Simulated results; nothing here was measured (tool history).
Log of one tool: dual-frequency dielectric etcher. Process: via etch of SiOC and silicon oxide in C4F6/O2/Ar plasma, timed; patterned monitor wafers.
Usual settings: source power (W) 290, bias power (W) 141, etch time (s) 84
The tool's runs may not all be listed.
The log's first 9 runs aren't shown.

run   hour  source power (W)  bias power (W)  etch time (s)  wafers since the last listed run  hours since the last wet clean  hours since the last source power generator calibration  hours since the last bias power generator calibration  hours since the last upper electrode change  hours since the gauge calibration  read-back reference wafer on the same gauge, depth_nm  mean etch depth across the wafer (nm)
 10  232.8               290             141             66                               197                             107                                                     1665                                                 4994.5                                       5063.4                              218.1                                                   97.6                                   63.7
     240.8  -- bias power generator calibrated
 11  261.8               250             141             84                               340                             136                                                     1694                                                     21                                       5092.4                              247.1                                                   97.6                                     78
 12    290               250             141             84                               383                           164.2                                                   1722.2                                                   49.2                                       5120.6                              275.3                                                   97.6                                   78.2
 13  308.5               310             141             84                               251                           182.7                                                   1740.7                                                   67.7                                       5139.1                              293.8                                                   97.6                                     83
 14  331.2               230             141             84                               309                           205.4                                                   1763.4                                                   90.4                                       5161.8                              316.5                                                   97.6                                   76.3
 15  349.6               290             141             84                               250                           223.8                                                   1781.8                                                  108.8                                       5180.2                              334.9                                                   97.6                                   80.7
 16  372.7               260             141             84                               314                           246.9                                                   1804.9                                                  131.9                                       5203.3                                358                                                   97.7                                   77.8
     405.3  -- upper electrode replaced, of another model than before
 17  405.8               260             162           66.5                               123                             280                                                     1838                                                    165                                          0.5                              391.1                                                   97.5                                   69.2
 18  429.2               330             130           62.5                               318                           303.4                                                   1861.4                                                  188.4                                         23.9                              414.5                                                   97.6                                   57.4
 19  458.9               290             141             84                               404                           333.1                                                   1891.1                                                  218.1                                         53.6                              444.2                                                   97.6                                   80.2
     483.3  -- source power generator calibrated
 20  483.8               290             130             84                               284                             358                                                      0.5                                                    243                                         78.5                              469.1                                                   97.6                                   75.4
 21  511.3               260             141           99.5                               374                           385.5                                                       28                                                  270.5                                          106                              496.6                                                   97.6                                   92.9
 22    573               340             122           75.5                               840                           447.2                                                     89.7                                                  332.2                                        167.7                              558.3                                                   97.5                                   65.7
 23  599.2               340             110            100                               356                           473.4                                                    115.9                                                  358.4                                        193.9                              584.5                                                   97.6                                   78.7
     599.4  -- gauge calibrated
     634.5  -- wet clean of the chamber
 24    635               340             122           75.5                               160                             0.5                                                    151.7                                                  394.2                                        229.7                               35.6                                                   97.6                                   67.8
 25  659.6               290             141             84                               334                            25.1                                                    176.3                                                  418.8                                        254.3                               60.2                                                   97.6                                   81.3
 26  688.2               340             141          107.5                               389                            53.7                                                    204.9                                                  447.4                                        282.9                               88.8                                                   97.5                                  107.6
 27  717.3               290             163             84                               396                            82.8                                                      234                                                  476.5                                          312                              117.9                                                   97.6                                   90.5
 28  732.8               290             128             84                               211                            98.3                                                    249.5                                                    492                                        327.5                              133.4                                                   97.6                                   75.9
 29  768.5               290             141             84                               486                             134                                                    285.2                                                  527.7                                        363.2                              169.1                                                   97.6                                   81.4
 30  836.3               290             141           89.5                               923                           201.8                                                      353                                                  595.5                                          431                              236.9                                                   97.6                                   85.9

Forecast each of these 4 alternatives for the next run:
  A  836.7               290             141             84                                 5                           202.2                                                    353.4                                                  595.9                                        431.4                              237.3                                                      ?                                      ?
  B  836.7               320             175          101.5                                 5                           202.2                                                    353.4                                                  595.9                                        431.4                              237.3                                                      ?                                      ?
  C  836.7               240             153             61                                 5                           202.2                                                    353.4                                                  595.9                                        431.4                              237.3                                                      ?                                      ?
  D  836.7               290             125           99.5                                 5                           202.2                                                    353.4                                                  595.9                                        431.4                              237.3                                                      ?                                      ?

run  read-back reference wafer on the same gauge, depth_nm  mean etch depth across the wafer (nm)
  A                                                   97.7                                   80.6
  B                                                   97.7                                  115.3
  C                                                   97.7                                   60.2
  D                                                   97.7                                   86.7
Without the tool's hidden state the same runs would have given:
run  mean etch depth across the wafer (nm)
  A                                   81.8
  B                                  116.9
  C                                   61.1
  D                                   87.9
